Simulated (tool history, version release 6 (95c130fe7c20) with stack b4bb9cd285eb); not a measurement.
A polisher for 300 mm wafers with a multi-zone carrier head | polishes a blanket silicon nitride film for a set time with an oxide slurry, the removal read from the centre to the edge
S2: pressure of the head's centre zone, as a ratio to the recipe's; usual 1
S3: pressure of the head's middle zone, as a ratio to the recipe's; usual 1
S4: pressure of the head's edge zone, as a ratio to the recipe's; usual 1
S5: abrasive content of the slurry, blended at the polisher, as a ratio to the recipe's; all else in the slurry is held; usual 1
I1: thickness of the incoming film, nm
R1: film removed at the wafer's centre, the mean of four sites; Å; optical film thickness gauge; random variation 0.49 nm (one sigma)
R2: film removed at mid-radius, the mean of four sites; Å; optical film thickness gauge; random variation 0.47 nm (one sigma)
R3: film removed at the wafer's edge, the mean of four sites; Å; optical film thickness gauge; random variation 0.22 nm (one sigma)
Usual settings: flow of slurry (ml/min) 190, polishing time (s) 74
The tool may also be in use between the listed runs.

run 1 hour=0 | flow_of_slurry_(ml/min)=190 S2=1 S3=1 S4=1 S5=1.15 polishing_time_(s)=74 | I1=492.5 | R1=409 R2=390 R3=398
run 2 hour=49.4 | flow_of_slurry_(ml/min)=190 S2=1 S3=1 S4=1 S5=1 polishing_time_(s)=74 | I1=496.9 | R1=382 R2=371 R3=375
-- hour=80.4 carrier head's membrane replaced by a new one
-- hour=126.7 worn pad replaced by a new one
run 3 hour=225 | flow_of_slurry_(ml/min)=190 S2=1 S3=1 S4=1 S5=1 polishing_time_(s)=74 | I1=485.9 | R1=379 R2=367 R3=374
run 4 hour=256.9 | flow_of_slurry_(ml/min)=190 S2=1 S3=1 S4=1 S5=1 polishing_time_(s)=74 | I1=493.4 | R1=382 R2=373 R3=369
run 5 hour=295.7 | flow_of_slurry_(ml/min)=190 S2=1 S3=1 S4=1 S5=1 polishing_time_(s)=74 | I1=496.3 | R1=386 R2=363 R3=373
-- hour=331.6 edge zone pressure recalibrated
run 6 hour=339 | flow_of_slurry_(ml/min)=190 S2=1 S3=1 S4=1 S5=1 polishing_time_(s)=74 | I1=486.1 | R1=376 R2=369 R3=369
-- hour=349.9 worn pad replaced by a new one
run 7 hour=459.8 | flow_of_slurry_(ml/min)=190 S2=1 S3=1 S4=1 S5=1 polishing_time_(s)=74 | I1=485 | R1=383 R2=377 R3=372
run 8 hour=487.2 | flow_of_slurry_(ml/min)=190 S2=1 S3=1 S4=1 S5=1 polishing_time_(s)=74 | I1=487.9 | R1=377 R2=370 R3=372
-- hour=546.5 slurry nozzle cleaned
run 9 hour=549.5 | flow_of_slurry_(ml/min)=190 S2=1 S3=1 S4=1 S5=1 polishing_time_(s)=74 | I1=490.1 | R1=384 R2=371 R3=373
-- hour=587.8 centre zone pressure recalibrated
run 10 hour=593.7 | flow_of_slurry_(ml/min)=190 S2=1 S3=1 S4=1 S5=1.2 polishing_time_(s)=92 | I1=494.8 | R1=513 R2=496 R3=501
-- hour=607.8 worn pad replaced by a new one
run 11 hour=658.8 | flow_of_slurry_(ml/min)=210 S2=1 S3=0.93 S4=1 S5=1 polishing_time_(s)=74 | I1=493 | R1=385 R2=356 R3=377
run 12 hour=726 | flow_of_slurry_(ml/min)=210 S2=1 S3=0.93 S4=1 S5=1 polishing_time_(s)=74 | I1=480.5 | R1=382 R2=352 R3=379
-- hour=780 edge zone pressure recalibrated
run 13 hour=780.8 | flow_of_slurry_(ml/min)=190 S2=1 S3=1 S4=0.91 S5=1 polishing_time_(s)=74 | I1=497.2 | R1=377 R2=372 R3=353
run 14 hour=821.5 | flow_of_slurry_(ml/min)=190 S2=1 S3=1 S4=1 S5=1 polishing_time_(s)=74 | I1=483.3 | R1=386 R2=366 R3=374
-- hour=844.3 worn pad replaced by a new one
-- hour=859.6 carrier head's membrane replaced by a new one
run 15 hour=873.7 | flow_of_slurry_(ml/min)=190 S2=1 S3=1.06 S4=1 S5=1 polishing_time_(s)=74 | I1=486 | R1=377 R2=390 R3=371
run 16 hour=923.9 | flow_of_slurry_(ml/min)=145 S2=1 S3=1 S4=1 S5=1 polishing_time_(s)=74 | I1=491.6 | R1=361 R2=350 R3=359
run 17 hour=985.7 | flow_of_slurry_(ml/min)=190 S2=1 S3=1 S4=0.9 S5=1 polishing_time_(s)=90 | I1=495.3 | R1=461 R2=460 R3=436
run 18 hour=1040.7 | flow_of_slurry_(ml/min)=190 S2=1 S3=1 S4=1 S5=1 polishing_time_(s)=84 | I1=482.1 | R1=431 R2=424 R3=417
run 19 hour=1073.3 | flow_of_slurry_(ml/min)=190 S2=1 S3=1 S4=0.97 S5=1 polishing_time_(s)=63 | I1=493.4 | R1=325 R2=311 R3=314
-- hour=1079.8 worn pad replaced by a new one
run 20 hour=1100.8 | flow_of_slurry_(ml/min)=170 S2=0.92 S3=1 S4=0.95 S5=0.85 polishing_time_(s)=74 | I1=495.1 | R1=319 R2=341 R3=336
run 21 hour=1148.8 | flow_of_slurry_(ml/min)=190 S2=1 S3=1.08 S4=1 S5=1.25 polishing_time_(s)=64 | I1=486 | R1=364 R2=377 R3=354

4 ways to go on from here, each from the tool as it stands after run 21. What would each give?
run A hour=1149.2 | flow_of_slurry_(ml/min)=190 S2=1 S3=1 S4=1 S5=0.75 polishing_time_(s)=74 | I1=490.2 | R1=? R2=? R3=?
run B hour=1149.2 | flow_of_slurry_(ml/min)=190 S2=1.1 S3=1.04 S4=1 S5=1 polishing_time_(s)=74 | I1=490.2 | R1=? R2=? R3=?
run C hour=1149.2 | flow_of_slurry_(ml/min)=190 S2=1 S3=1 S4=1 S5=0.85 polishing_time_(s)=88 | I1=490.2 | R1=? R2=? R3=?
run D hour=1149.2 | flow_of_slurry_(ml/min)=240 S2=0.88 S3=1.09 S4=1 S5=1.25 polishing_time_(s)=74 | I1=490.2 | R1=? R2=? R3=?

run=A R1=328 R2=320 R3=324
run=B R1=415 R2=385 R3=377
run=C R1=418 R2=408 R3=413
run=D R1=393 R2=458 R3=426
Without the tool's hidden state the same runs would have given:
run=A R1=328 R2=320 R3=324
run=B R1=415 R2=385 R3=377
run=C R1=418 R2=408 R3=413
run=D R1=393 R2=458 R3=426
